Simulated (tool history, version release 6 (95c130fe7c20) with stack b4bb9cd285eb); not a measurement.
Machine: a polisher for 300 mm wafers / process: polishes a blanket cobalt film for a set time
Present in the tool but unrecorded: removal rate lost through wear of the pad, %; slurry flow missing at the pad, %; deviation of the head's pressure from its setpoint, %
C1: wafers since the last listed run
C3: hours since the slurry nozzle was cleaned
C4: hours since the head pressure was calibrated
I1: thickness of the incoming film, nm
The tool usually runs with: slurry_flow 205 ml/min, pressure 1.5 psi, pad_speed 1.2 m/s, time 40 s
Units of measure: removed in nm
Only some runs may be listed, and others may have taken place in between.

{"run": 1, "hour": 0.0, "slurry_flow": 205, "pressure": 1.5, "pad_speed": 1.5, "time": 40, "C1": 0, "wafers polished on this pad": 18, "C3": 310.6, "C4": 1036.6, "I1": 1118.3, "removed": 259.3}
{"run": 2, "hour": 13.1, "slurry_flow": 205, "pressure": 1.5, "pad_speed": 1.5, "time": 40, "C1": 115, "wafers polished on this pad": 134, "C3": 323.7, "C4": 1049.7, "I1": 1107.9, "removed": 260.9}
{"run": 3, "hour": 26.5, "slurry_flow": 205, "pressure": 1.5, "pad_speed": 1.5, "time": 40, "C1": 118, "wafers polished on this pad": 253, "C3": 337.1, "C4": 1063.1, "I1": 1120.1, "removed": 254.3}
{"run": 4, "hour": 36.9, "slurry_flow": 205, "pressure": 1.5, "pad_speed": 1.2, "time": 40, "C1": 92, "wafers polished on this pad": 345, "C3": 347.5, "C4": 1073.5, "I1": 1118.5, "removed": 202.9}
{"run": 5, "hour": 45.0, "slurry_flow": 205, "pressure": 1.5, "pad_speed": 1.2, "time": 40, "C1": 71, "wafers polished on this pad": 416, "C3": 355.6, "C4": 1081.6, "I1": 1124.2, "removed": 204.3}
{"run": 6, "hour": 59.0, "slurry_flow": 205, "pressure": 1.2, "pad_speed": 1.36, "time": 40, "C1": 123, "wafers polished on this pad": 540, "C3": 369.6, "C4": 1095.6, "I1": 1141.8, "removed": 203.4}
{"run": 7, "hour": 75.3, "slurry_flow": 205, "pressure": 1.5, "pad_speed": 1.2, "time": 40, "C1": 144, "wafers polished on this pad": 684, "C3": 385.9, "C4": 1111.9, "I1": 1129.1, "removed": 195.9}
{"hour": 86.0, "done": "worn pad replaced by a new one"}
{"run": 8, "hour": 92.5, "slurry_flow": 205, "pressure": 1.5, "pad_speed": 1.2, "time": 40, "C1": 116, "wafers polished on this pad": 57, "C3": 403.1, "C4": 1129.1, "I1": 1140.6, "removed": 204.1}
{"run": 9, "hour": 101.5, "slurry_flow": 205, "pressure": 1.5, "pad_speed": 1.2, "time": 40, "C1": 79, "wafers polished on this pad": 137, "C3": 412.1, "C4": 1138.1, "I1": 1125, "removed": 204.6}
{"run": 10, "hour": 108.2, "slurry_flow": 205, "pressure": 1.5, "pad_speed": 1.2, "time": 40, "C1": 59, "wafers polished on this pad": 196, "C3": 418.8, "C4": 1144.8, "I1": 1138.4, "removed": 202.3}
{"run": 11, "hour": 116.6, "slurry_flow": 205, "pressure": 1.5, "pad_speed": 1.2, "time": 40, "C1": 74, "wafers polished on this pad": 270, "C3": 427.2, "C4": 1153.2, "I1": 1108.5, "removed": 198.9}
{"run": 12, "hour": 132.7, "slurry_flow": 205, "pressure": 1.5, "pad_speed": 1.04, "time": 40, "C1": 142, "wafers polished on this pad": 413, "C3": 443.3, "C4": 1169.3, "I1": 1113.9, "removed": 169.7}
{"hour": 138.9, "done": "head pressure recalibrated"}
{"run": 13, "hour": 140.2, "slurry_flow": 205, "pressure": 1.5, "pad_speed": 1.04, "time": 40, "C1": 48, "wafers polished on this pad": 461, "C3": 450.8, "C4": 1.3, "I1": 1130.5, "removed": 170.9}
{"run": 14, "hour": 157.1, "slurry_flow": 165, "pressure": 1.5, "pad_speed": 1.2, "time": 40, "C1": 149, "wafers polished on this pad": 611, "C3": 467.7, "C4": 18.2, "I1": 1125.4, "removed": 181.2}
{"hour": 175.4, "done": "worn pad replaced by a new one"}
{"run": 15, "hour": 175.9, "slurry_flow": 205, "pressure": 1.5, "pad_speed": 1.2, "time": 40, "C1": 130, "wafers polished on this pad": 4, "C3": 486.5, "C4": 37, "I1": 1130.9, "removed": 196.7}
{"run": 16, "hour": 182.5, "slurry_flow": 205, "pressure": 1.5, "pad_speed": 1.2, "time": 40, "C1": 58, "wafers polished on this pad": 62, "C3": 493.1, "C4": 43.6, "I1": 1132.3, "removed": 203.2}
{"run": 17, "hour": 189.8, "slurry_flow": 225, "pressure": 1.3, "pad_speed": 1.2, "time": 32, "C1": 64, "wafers polished on this pad": 127, "C3": 500.4, "C4": 50.9, "I1": 1134.8, "removed": 146.1}
{"run": 18, "hour": 202.2, "slurry_flow": 205, "pressure": 1.3, "pad_speed": 1.2, "time": 47, "C1": 109, "wafers polished on this pad": 236, "C3": 512.8, "C4": 63.3, "I1": 1134, "removed": 216.6}
{"run": 19, "hour": 212.0, "slurry_flow": 260, "pressure": 1.4, "pad_speed": 1.2, "time": 40, "C1": 86, "wafers polished on this pad": 323, "C3": 522.6, "C4": 73.1, "I1": 1112.7, "removed": 198.7}
{"run": 20, "hour": 224.6, "slurry_flow": 140, "pressure": 1.5, "pad_speed": 1.4, "time": 31, "C1": 111, "wafers polished on this pad": 434, "C3": 535.2, "C4": 85.7, "I1": 1143.6, "removed": 157.4}
{"run": 21, "hour": 238.1, "slurry_flow": 135, "pressure": 1.5, "pad_speed": 1.44, "time": 54, "C1": 119, "wafers polished on this pad": 554, "C3": 548.7, "C4": 99.2, "I1": 1121.7, "removed": 276.2}
{"run": 22, "hour": 245.7, "slurry_flow": 205, "pressure": 1.1, "pad_speed": 1.2, "time": 36, "C1": 67, "wafers polished on this pad": 621, "C3": 556.3, "C4": 106.8, "I1": 1130.2, "removed": 141.4}
{"hour": 258.5, "done": "worn pad replaced by a new one"}
{"run": 23, "hour": 260.4, "slurry_flow": 245, "pressure": 1.5, "pad_speed": 1.56, "time": 40, "C1": 94, "wafers polished on this pad": 16, "C3": 571, "C4": 121.5, "I1": 1129.2, "removed": 263.7}
{"run": 24, "hour": 267.3, "slurry_flow": 205, "pressure": 1.2, "pad_speed": 1.2, "time": 40, "C1": 61, "wafers polished on this pad": 77, "C3": 577.9, "C4": 128.4, "I1": 1138.7, "removed": 172.5}
{"hour": 301.6, "done": "slurry nozzle cleaned"}
{"run": 25, "hour": 311.5, "slurry_flow": 260, "pressure": 2, "pad_speed": 1.2, "time": 32, "C1": 382, "wafers polished on this pad": 460, "C3": 9.9, "C4": 172.6, "I1": 1133.9, "removed": 204.4}
{"run": 26, "hour": 319.6, "slurry_flow": 185, "pressure": 1.5, "pad_speed": 1.2, "time": 40, "C1": 71, "wafers polished on this pad": 531, "C3": 18, "C4": 180.7, "I1": 1145.1, "removed": 201.5}
{"run": 27, "hour": 326.7, "slurry_flow": 205, "pressure": 1.5, "pad_speed": 1.2, "time": 40, "C1": 62, "wafers polished on this pad": 594, "C3": 25.1, "C4": 187.8, "I1": 1138.3, "removed": 205.4}
{"run": 28, "hour": 343.1, "slurry_flow": 205, "pressure": 1.5, "pad_speed": 1.2, "time": 40, "C1": 145, "wafers polished on this pad": 739, "C3": 41.5, "C4": 204.2, "I1": 1125.7, "removed": 200.5}
{"hour": 348.6, "done": "worn pad replaced by a new one"}
{"run": 29, "hour": 358.3, "slurry_flow": 275, "pressure": 1.2, "pad_speed": 0.96, "time": 27, "C1": 99, "wafers polished on this pad": 85, "C3": 56.7, "C4": 219.4, "I1": 1142.9, "removed": 106.1}
{"run": 30, "hour": 370.4, "slurry_flow": 205, "pressure": 1.5, "pad_speed": 1.08, "time": 40, "C1": 107, "wafers polished on this pad": 192, "C3": 68.8, "C4": 231.5, "I1": 1123.9, "removed": 186.8}
{"run": 31, "hour": 381.2, "slurry_flow": 235, "pressure": 1.1, "pad_speed": 1.2, "time": 40, "C1": 95, "wafers polished on this pad": 288, "C3": 79.6, "C4": 242.3, "I1": 1128.7, "removed": 181.6}
{"run": 32, "hour": 395.5, "slurry_flow": 250, "pressure": 1.8, "pad_speed": 1.2, "time": 40, "C1": 126, "wafers polished on this pad": 414, "C3": 93.9, "C4": 256.6, "I1": 1137.6, "removed": 237.7}
{"run": 33, "hour": 407.8, "slurry_flow": 205, "pressure": 1.3, "pad_speed": 1.2, "time": 47, "C1": 108, "wafers polished on this pad": 523, "C3": 106.2, "C4": 268.9, "I1": 1151.1, "removed": 219.7}

What differs in the tool's unlogged condition from the final listed run ahead of each entry between runs to the first listed run following it?
Run 7 -> run 8: worn pad replaced by a new one (hour 86)
  removal rate lost through wear of the pad, %: 5.08 -> 0.576; slurry flow missing at the pad, %: 17.2 -> 18.5
  measured minus no-state result, removed: -16.7 -> -8 nm
Run 12 -> run 13: head pressure recalibrated (hour 138.9)
  removal rate lost through wear of the pad, %: 2.38 -> 3.02; slurry flow missing at the pad, %: 21.9 -> 22.5
  measured minus no-state result, removed: -11.3 -> -12.8 nm
Run 14 -> run 15: worn pad replaced by a new one (hour 175.4)
  removal rate lost through wear of the pad, %: 4.81 -> 0.239; slurry flow missing at the pad, %: 24.1 -> 25.8
  measured minus no-state result, removed: -20.4 -> -10.7 nm
Run 22 -> run 23: worn pad replaced by a new one (hour 258.5)
  removal rate lost through wear of the pad, %: 4.41 -> 0.182; slurry flow missing at the pad, %: 32.9 -> 34.6
  measured minus no-state result, removed: -17.5 -> -18.1 nm
Run 24 -> run 25: slurry nozzle cleaned (hour 301.6)
  removal rate lost through wear of the pad, %: 0.245 -> 2.56; slurry flow missing at the pad, %: 35.3 -> 0.374
  measured minus no-state result, removed: -14.9 -> -5.4 nm
Run 28 -> run 29: worn pad replaced by a new one (hour 348.6)
  removal rate lost through wear of the pad, %: 6.23 -> 0.515; slurry flow missing at the pad, %: 0.532 -> 0.679
  measured minus no-state result, removed: -13.5 -> -0.7 nm
